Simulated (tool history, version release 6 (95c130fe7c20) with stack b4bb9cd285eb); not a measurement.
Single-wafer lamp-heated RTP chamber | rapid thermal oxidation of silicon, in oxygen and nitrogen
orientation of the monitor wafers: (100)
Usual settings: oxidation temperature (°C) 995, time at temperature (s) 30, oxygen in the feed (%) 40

run   hour  oxidation temperature (°C)  time at temperature (s)  oxygen in the feed (%)  wafers since the last listed run  wafers since the last pyrometer calibration  hours since the oxygen flow controller was replaced  hours since the gauge calibration  read-back reference wafer on the same gauge, thickness  oxide thickness on the monitor wafer (angstrom)
  1    0.0                         995                       30                      40                                 0                                         1673                                               2217.9                              209.7                                                   3.011                                            37.10
  2   25.1                         995                       25                      29                               184                                         1857                                               2243.0                              234.8                                                   3.009                                            32.54
  3   43.7                         995                       25                      29                               136                                         1993                                               2261.6                              253.4                                                   3.009                                            32.58
  4   59.2                         995                       25                      29                               113                                         2107                                               2277.1                              268.9                                                   3.010                                            32.59
  5   79.7                        1010                       30                      40                               150                                         2257                                               2297.6                              289.4                                                   3.010                                            40.57
  6  109.6                         995                       30                      40                               219                                         2477                                               2327.5                              319.3                                                   3.010                                            37.18
  7  163.6                         995                       26                      40                               395                                         2873                                               2381.5                              373.3                                                   3.011                                            35.57
  8  175.8                         995                       30                      40                                89                                         2962                                               2393.7                              385.5                                                   3.010                                            37.27
  9  207.2                         995                       30                      40                               230                                         3192                                               2425.1                              416.9                                                   3.011                                            37.39
 10  238.4                         995                       30                      40                               228                                         3421                                               2456.3                              448.1                                                   3.011                                            37.28
 11  264.7                        1006                       30                      40                               192                                         3614                                               2482.6                              474.4                                                   3.011                                            39.76
 12  283.1                        1006                       30                      40                               134                                         3749                                               2501.0                              492.8                                                   3.010                                            39.87
 13  311.1                        1006                       30                      40                               205                                         3954                                               2529.0                              520.8                                                   3.010                                            39.81
 14  335.5                         995                       30                      40                               178                                         4133                                               2553.4                              545.2                                                   3.010                                            37.37
 15  364.6                         995                       30                      40                               213                                         4346                                               2582.5                              574.3                                                   3.011                                            37.36
 16  383.2                         995                       30                      40                               136                                         4483                                               2601.1                              592.9                                                   3.010                                            37.40
 17  399.4                        1021                       35                      31                               118                                         4602                                               2617.3                              609.1                                                   3.012                                            42.88
 18  424.9                        1005                       34                      40                               186                                         4789                                               2642.8                              634.6                                                   3.011                                            41.55
 19  445.8                         995                       30                      40                               153                                         4942                                               2663.7                              655.5                                                   3.011                                            37.37
 20  481.1                        1013                       30                      17                               258                                         5201                                               2699.0                              690.8                                                   3.010                                            33.37
 21  494.1                         995                       30                      40                                95                                         5296                                               2712.0                              703.8                                                   3.009                                            37.50
     518.7  -- gauge calibrated
 22  527.4                        1006                       30                      40                               244                                         5540                                               2745.3                                8.7                                                   3.010                                            39.90
 23  553.1                         995                       30                      40                               188                                         5729                                               2771.0                               34.4                                                   3.010                                            37.35
 24  582.2                        1025                       18                      19                               213                                         5942                                               2800.1                               63.5                                                   3.010                                            31.21
     594.8  -- pyrometer window cleaned and pyrometer calibrated
     642.9  -- oxygen flow controller replaced
 25  670.0                        1022                       21                      20                               526                                          492                                                 27.1                              151.3                                                   3.010                                            32.18
 26  688.5                         995                       30                      40                               135                                          628                                                 45.6                              169.8                                                   3.010                                            36.91
 27  712.9                        1010                       15                      69                               178                                          807                                                 70.0                              194.2                                                   3.010                                            36.85
 28  725.6                         995                       30                      40                                93                                          900                                                 82.7                              206.9                                                   3.010                                            36.94
 29  747.7                         968                       37                      61                               162                                         1062                                                104.8                              229.0                                                   3.010                                            38.02
 30  773.3                         986                       39                      17                               187                                         1250                                                130.4                              254.6                                                   3.011                                            31.83
 31  791.3                         995                       30                      65                               131                                         1382                                                148.4                              272.6                                                   3.012                                            42.45
 32  829.7                        1006                       36                      31                               281                                         1663                                                186.8                              311.0                                                   3.010                                            39.34

3 ways to go on from here, each from the tool as it stands after run 32. What would each give?
  A  830.1                         995                       30                      28                                 2                                         1666                                                187.2                              311.4                                                       ?                                                ?
  B  830.1                        1019                       44                      22                                 2                                         1666                                                187.2                              311.4                                                       ?                                                ?
  C  830.1                         985                       30                      30                                 2                                         1666                                                187.2                              311.4                                                       ?                                                ?

run  read-back reference wafer on the same gauge, thickness  oxide thickness on the monitor wafer (angstrom)
  A                                                   3.009                                            34.06
  B                                                   3.009                                            41.47
  C                                                   3.009                                            32.98
Without the tool's hidden state the same runs would have given:
run  oxide thickness on the monitor wafer (angstrom)
  A                                            33.78
  B                                            41.06
  C                                            32.72
